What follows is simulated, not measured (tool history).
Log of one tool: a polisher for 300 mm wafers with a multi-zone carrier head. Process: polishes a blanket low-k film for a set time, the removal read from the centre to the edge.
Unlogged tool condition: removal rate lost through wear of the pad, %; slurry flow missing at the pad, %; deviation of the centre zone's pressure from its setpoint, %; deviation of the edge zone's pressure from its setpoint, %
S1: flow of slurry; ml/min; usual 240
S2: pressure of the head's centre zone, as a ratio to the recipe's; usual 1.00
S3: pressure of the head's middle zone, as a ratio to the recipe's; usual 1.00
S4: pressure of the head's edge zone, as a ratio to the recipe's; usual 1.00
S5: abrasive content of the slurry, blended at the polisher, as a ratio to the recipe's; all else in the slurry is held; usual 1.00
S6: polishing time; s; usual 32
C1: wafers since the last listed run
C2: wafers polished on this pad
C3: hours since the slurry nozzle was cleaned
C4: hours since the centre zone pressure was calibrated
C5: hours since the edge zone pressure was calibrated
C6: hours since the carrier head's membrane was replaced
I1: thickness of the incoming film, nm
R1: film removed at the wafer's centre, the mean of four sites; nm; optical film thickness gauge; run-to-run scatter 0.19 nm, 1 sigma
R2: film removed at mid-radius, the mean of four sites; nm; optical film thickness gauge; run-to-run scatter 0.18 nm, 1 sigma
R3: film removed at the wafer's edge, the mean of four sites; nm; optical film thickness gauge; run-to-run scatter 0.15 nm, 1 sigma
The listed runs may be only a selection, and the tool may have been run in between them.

run    hour   S1    S2    S3    S4    S5  S6    C1    C2     C3     C4     C5      C6     I1    R1    R2    R3
  1     0.0  185  1.00  1.00  1.00  1.00  32     0  4258  224.8  469.9  135.6  1155.4  686.7  19.6  19.0  20.2
  2    42.8  240  1.00  1.05  1.00  1.00  32   587  4846  267.6  512.7  178.4  1198.2  683.6  20.7  20.5  21.0
  3    95.3  240  1.00  1.00  1.00  1.00  32   720  5567  320.1  565.2  230.9  1250.7  679.1  20.3  19.9  21.2
  4   145.3  210  1.00  1.00  1.00  0.75  32   686  6254  370.1  615.2  280.9  1300.7  680.6  16.4  16.4  17.3
      242.9  -- worn pad replaced by a new one
      258.3  -- carrier head's membrane replaced by a new one, of another model than before
      341.3  -- slurry nozzle cleaned
  5   348.7  240  1.00  1.00  1.00  1.00  32  2655  1370    7.4  818.6  484.3    90.4  668.3  22.1  21.6  22.0
  6   386.8  240  0.92  1.00  0.90  1.00  32   523  1893   45.5  856.7  522.4   128.5  671.8  21.0  21.4  20.0
      395.7  -- edge zone pressure recalibrated
  7   414.1  240  1.00  1.00  1.00  1.00  32   347  2241   72.8  884.0   18.4   155.8  669.5  21.6  20.9  21.6
  8   485.3  240  1.00  1.00  1.00  1.00  32   977  3218  144.0  955.2   89.6   227.0  673.0  21.1  20.9  21.5
  9   521.5  200  1.00  1.11  1.00  1.20  22   497  3715  180.2  991.4  125.8   263.2  674.5  15.2  16.6  15.6
      535.5  -- centre zone pressure recalibrated
 10   554.7  240  1.04  0.89  1.00  0.70  32   428  4144  213.4   19.2  159.0   296.4  684.1  17.2  14.6  17.3
 11   613.4  185  1.05  0.94  1.00  1.20  32   806  4950  272.1   77.9  217.7   355.1  674.0  21.7  19.4  22.1
 12   673.2  320  1.00  1.00  1.00  1.00  32   821  5771  331.9  137.7  277.5   414.9  689.2  21.4  20.7  21.8
 13   701.9  240  1.00  1.00  0.97  1.00  32   394  6165  360.6  166.4  306.2   443.6  672.5  20.3  19.7  20.5
 14   761.1  240  1.00  1.00  1.00  1.00  32   812  6978  419.8  225.6  365.4   502.8  680.9  20.0  19.6  20.9
      865.6  -- worn pad replaced by a new one
      939.1  -- slurry nozzle cleaned
 15   968.5  170  1.00  0.93  1.00  1.00  32  2779  1399   29.4  433.0  572.8   710.2  685.4  20.7  18.7  21.3
 16   994.0  200  1.00  1.00  1.00  1.00  32   350  1749   54.9  458.5  598.3   735.7  675.7  21.4  20.6  21.4
     1009.8  -- edge zone pressure recalibrated
 17  1049.7  240  1.00  1.00  0.89  1.00  36   737  2486  110.6  514.2   39.9   791.4  689.1  24.1  23.1  22.0
 18  1121.3  265  0.89  0.91  1.00  1.00  37   983  3469  182.2  585.8  111.5   863.0  689.2  22.9  22.5  25.2
 19  1149.3  240  0.95  1.00  1.08  1.10  32   384  3854  210.2  613.8  139.5   891.0  666.8  21.1  21.4  23.4
 20  1190.5  240  0.96  1.00  1.03  1.00  32   565  4420  251.4  655.0  180.7   932.2  679.4  20.4  20.3  21.7

5 ways to go on from here, each from the tool as it stands after run 20. What would each give?
  A  1190.9  240  1.00  1.00  1.00  1.00  32   5  4425  251.8  655.4  181.1  932.6  679.3   ?   ?   ?
  B  1190.9  240  1.00  0.94  1.00  1.00  32   5  4425  251.8  655.4  181.1  932.6  679.3   ?   ?   ?
  C  1190.9  220  1.00  0.97  1.00  1.00  25   5  4425  251.8  655.4  181.1  932.6  679.3   ?   ?   ?
  D  1190.9  200  1.00  1.00  1.00  0.90  25   5  4425  251.8  655.4  181.1  932.6  679.3   ?   ?   ?
  E  1190.9  240  1.07  0.93  1.00  1.00  32   5  4425  251.8  655.4  181.1  932.6  679.3   ?   ?   ?

run    R1    R2    R3
  A  21.0  20.7  21.2
  B  21.0  19.5  21.2
  C  16.1  15.5  16.4
  D  14.9  14.8  15.3
  E  21.8  19.3  21.2
Take away the tool's hidden state, keep each run's random variation, and the runs would have read:
run    R1    R2    R3
  A  22.4  22.0  22.1
  B  22.4  20.7  22.2
  C  17.3  16.5  17.2
  D  16.1  15.8  16.1
  E  23.3  20.5  22.2
